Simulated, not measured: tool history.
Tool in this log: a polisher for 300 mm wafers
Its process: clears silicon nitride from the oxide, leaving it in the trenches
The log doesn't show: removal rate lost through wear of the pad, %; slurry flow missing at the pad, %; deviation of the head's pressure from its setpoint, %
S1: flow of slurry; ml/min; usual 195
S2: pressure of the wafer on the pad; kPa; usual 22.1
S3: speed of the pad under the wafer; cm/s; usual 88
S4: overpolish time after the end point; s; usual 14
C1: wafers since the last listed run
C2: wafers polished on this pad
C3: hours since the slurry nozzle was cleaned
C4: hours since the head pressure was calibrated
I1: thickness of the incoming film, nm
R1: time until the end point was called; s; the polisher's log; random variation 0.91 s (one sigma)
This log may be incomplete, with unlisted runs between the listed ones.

{"run": 1, "day": 0.0, "S1": 195, "S2": 22.1, "S3": 88, "S4": 14, "C1": 0, "C2": 806, "C3": 86.9, "C4": 296.4, "I1": 85.1, "R1": 103.4}
{"day": 12.183, "done": "head pressure recalibrated"}
{"run": 2, "day": 12.817, "S1": 195, "S2": 22.1, "S3": 88, "S4": 14, "C1": 2275, "C2": 3082, "C3": 394.5, "C4": 15.2, "I1": 85.5, "R1": 109.4}
{"day": 13.312, "done": "worn pad replaced by a new one"}
{"day": 13.521, "done": "slurry nozzle cleaned"}
{"run": 3, "day": 15.529, "S1": 195, "S2": 22.1, "S3": 88, "S4": 14, "C1": 447, "C2": 388, "C3": 48.2, "C4": 80.3, "I1": 85.1, "R1": 98.9}
{"run": 4, "day": 19.329, "S1": 195, "S2": 22.1, "S3": 88, "S4": 14, "C1": 679, "C2": 1067, "C3": 139.4, "C4": 171.5, "I1": 85, "R1": 103.9}
{"run": 5, "day": 21.812, "S1": 195, "S2": 22.1, "S3": 88, "S4": 14, "C1": 443, "C2": 1511, "C3": 199, "C4": 231.1, "I1": 85.9, "R1": 108.4}
{"run": 6, "day": 25.771, "S1": 195, "S2": 22.1, "S3": 88, "S4": 14, "C1": 707, "C2": 2218, "C3": 294, "C4": 326.1, "I1": 83.5, "R1": 105.5}
{"run": 7, "day": 28.254, "S1": 195, "S2": 22.1, "S3": 88, "S4": 14, "C1": 443, "C2": 2662, "C3": 353.6, "C4": 385.7, "I1": 83.8, "R1": 104.9}
{"day": 31.575, "done": "worn pad replaced by a new one"}
{"run": 8, "day": 31.596, "S1": 195, "S2": 22.1, "S3": 88, "S4": 14, "C1": 567, "C2": 3, "C3": 433.8, "C4": 465.9, "I1": 85.7, "R1": 95.9}
{"run": 9, "day": 33.071, "S1": 195, "S2": 26.2, "S3": 88, "S4": 14, "C1": 263, "C2": 266, "C3": 469.2, "C4": 501.3, "I1": 84.6, "R1": 82.8}
{"day": 34.133, "done": "slurry nozzle cleaned"}
{"run": 10, "day": 36.738, "S1": 195, "S2": 26.2, "S3": 88, "S4": 14, "C1": 647, "C2": 914, "C3": 62.5, "C4": 589.3, "I1": 84.6, "R1": 87.3}
{"day": 38.271, "done": "head pressure recalibrated"}
{"run": 11, "day": 41.217, "S1": 175, "S2": 22.1, "S3": 88, "S4": 14, "C1": 785, "C2": 1700, "C3": 170, "C4": 70.7, "I1": 86.6, "R1": 108.9}
{"run": 12, "day": 44.908, "S1": 175, "S2": 22.1, "S3": 88, "S4": 14, "C1": 659, "C2": 2359, "C3": 258.6, "C4": 159.3, "I1": 85.7, "R1": 109.1}
{"run": 13, "day": 48.05, "S1": 175, "S2": 22.1, "S3": 88, "S4": 14, "C1": 561, "C2": 2921, "C3": 334, "C4": 234.7, "I1": 84.9, "R1": 109.1}
{"run": 14, "day": 50.146, "S1": 195, "S2": 22.1, "S3": 88, "S4": 20, "C1": 374, "C2": 3295, "C3": 384.3, "C4": 285, "I1": 85.9, "R1": 109.3}
{"run": 15, "day": 52.058, "S1": 195, "S2": 22.1, "S3": 88, "S4": 14, "C1": 341, "C2": 3637, "C3": 430.2, "C4": 330.9, "I1": 85.5, "R1": 109.8}
{"day": 53.421, "done": "worn pad replaced by a new one"}
{"run": 16, "day": 54.479, "S1": 195, "S2": 22.1, "S3": 88, "S4": 14, "C1": 402, "C2": 189, "C3": 488.3, "C4": 389, "I1": 84.7, "R1": 99.2}
{"day": 54.679, "done": "slurry nozzle cleaned"}
{"run": 17, "day": 57.704, "S1": 195, "S2": 15.9, "S3": 68, "S4": 7, "C1": 568, "C2": 758, "C3": 72.6, "C4": 466.4, "I1": 86.2, "R1": 176.6}
{"run": 18, "day": 62.096, "S1": 195, "S2": 22.1, "S3": 88, "S4": 14, "C1": 784, "C2": 1542, "C3": 178, "C4": 571.8, "I1": 85.6, "R1": 106.9}
{"day": 62.821, "done": "head pressure recalibrated"}
{"run": 19, "day": 65.938, "S1": 195, "S2": 22.1, "S3": 88, "S4": 14, "C1": 671, "C2": 2214, "C3": 270.2, "C4": 74.8, "I1": 85.5, "R1": 110.2}
{"run": 20, "day": 69.329, "S1": 135, "S2": 28.3, "S3": 88, "S4": 17, "C1": 606, "C2": 2820, "C3": 351.6, "C4": 156.2, "I1": 84.9, "R1": 93.5}
{"day": 70.767, "done": "worn pad replaced by a new one"}
{"run": 21, "day": 72.638, "S1": 195, "S2": 24.1, "S3": 88, "S4": 14, "C1": 561, "C2": 334, "C3": 431, "C4": 235.6, "I1": 83.9, "R1": 89.5}
{"run": 22, "day": 75.067, "S1": 195, "S2": 22.1, "S3": 88, "S4": 18, "C1": 434, "C2": 768, "C3": 489.3, "C4": 293.9, "I1": 86.2, "R1": 100.6}
{"day": 75.625, "done": "slurry nozzle cleaned"}
{"run": 23, "day": 79.538, "S1": 195, "S2": 22.1, "S3": 88, "S4": 14, "C1": 791, "C2": 1560, "C3": 93.9, "C4": 401.2, "I1": 85.4, "R1": 105.4}
{"run": 24, "day": 81.629, "S1": 195, "S2": 22.1, "S3": 72, "S4": 14, "C1": 373, "C2": 1933, "C3": 144.1, "C4": 451.4, "I1": 86.2, "R1": 130}
{"run": 25, "day": 85.242, "S1": 195, "S2": 19.3, "S3": 88, "S4": 6, "C1": 645, "C2": 2579, "C3": 230.8, "C4": 538.1, "I1": 85.1, "R1": 119.2}
{"day": 87.133, "done": "head pressure recalibrated"}
{"run": 26, "day": 87.6, "S1": 160, "S2": 26.9, "S3": 88, "S4": 14, "C1": 406, "C2": 2985, "C3": 287.4, "C4": 11.2, "I1": 84, "R1": 93.5}
{"day": 88.633, "done": "worn pad replaced by a new one"}
{"run": 27, "day": 89.129, "S1": 195, "S2": 22.1, "S3": 88, "S4": 14, "C1": 243, "C2": 88, "C3": 324.1, "C4": 47.9, "I1": 84.4, "R1": 97}
{"run": 28, "day": 90.821, "S1": 215, "S2": 19.3, "S3": 118, "S4": 6, "C1": 302, "C2": 390, "C3": 364.7, "C4": 88.5, "I1": 84.7, "R1": 80.7}
{"run": 29, "day": 94.504, "S1": 225, "S2": 20, "S3": 106, "S4": 12, "C1": 658, "C2": 1048, "C3": 453.1, "C4": 176.9, "I1": 83.3, "R1": 88.9}
{"run": 30, "day": 96.258, "S1": 195, "S2": 15.2, "S3": 60, "S4": 20, "C1": 313, "C2": 1362, "C3": 495.2, "C4": 219, "I1": 84, "R1": 203.2}

Describe how what the log doesn't record of the tool's condition differs between the last listed run preceding each entry between runs and the first listed run following it.
Between runs 1 and 2: head pressure recalibrated (day 12.183)
  removal rate lost through wear of the pad, %: 7.67 -> 13
  difference, measured minus the result without the unlogged condition, R1: +7.9 -> +14.3 s
Between runs 2 and 3: worn pad replaced by a new one (day 13.312); slurry nozzle cleaned (day 13.521)
  removal rate lost through wear of the pad, %: 13 -> 3.9
  difference, measured minus the result without the unlogged condition, R1: +14.3 -> +3.9 s
Between runs 7 and 8: worn pad replaced by a new one (day 31.575)
  removal rate lost through wear of the pad, %: 11.6 -> 0.0783
  difference, measured minus the result without the unlogged condition, R1: +12.2 -> +0 s
Between runs 9 and 10: slurry nozzle cleaned (day 34.133)
  removal rate lost through wear of the pad, %: 2.66 -> 7.02
  difference, measured minus the result without the unlogged condition, R1: +2.2 -> +6.1 s
Between runs 10 and 11: head pressure recalibrated (day 38.271)
  removal rate lost through wear of the pad, %: 7.02 -> 9.86
  difference, measured minus the result without the unlogged condition, R1: +6.1 -> +10.8 s
Between runs 15 and 16: worn pad replaced by a new one (day 53.421)
  removal rate lost through wear of the pad, %: 12.2 -> 3.37
  difference, measured minus the result without the unlogged condition, R1: +13.4 -> +3.3 s
Between runs 16 and 17: slurry nozzle cleaned (day 54.679)
  removal rate lost through wear of the pad, %: 3.37 -> 7.6
  difference, measured minus the result without the unlogged condition, R1: +3.3 -> +13.4 s
Between runs 18 and 19: head pressure recalibrated (day 62.821)
  removal rate lost through wear of the pad, %: 10.8 -> 12.3
  difference, measured minus the result without the unlogged condition, R1: +11.5 -> +13.5 s
Between runs 20 and 21: worn pad replaced by a new one (day 70.767)
  removal rate lost through wear of the pad, %: 13 -> 3.33
  difference, measured minus the result without the unlogged condition, R1: +12.1 -> +3 s
Between runs 22 and 23: slurry nozzle cleaned (day 75.625)
  removal rate lost through wear of the pad, %: 6.3 -> 9.54
  difference, measured minus the result without the unlogged condition, R1: +6.3 -> +10.1 s
Between runs 25 and 26: head pressure recalibrated (day 87.133)
  removal rate lost through wear of the pad, %: 11.4 -> 11.8
  difference, measured minus the result without the unlogged condition, R1: +13.7 -> +11.1 s
Between runs 26 and 27: worn pad replaced by a new one (day 88.633)
  removal rate lost through wear of the pad, %: 11.8 -> 1.06
  difference, measured minus the result without the unlogged condition, R1: +11.1 -> +1 s
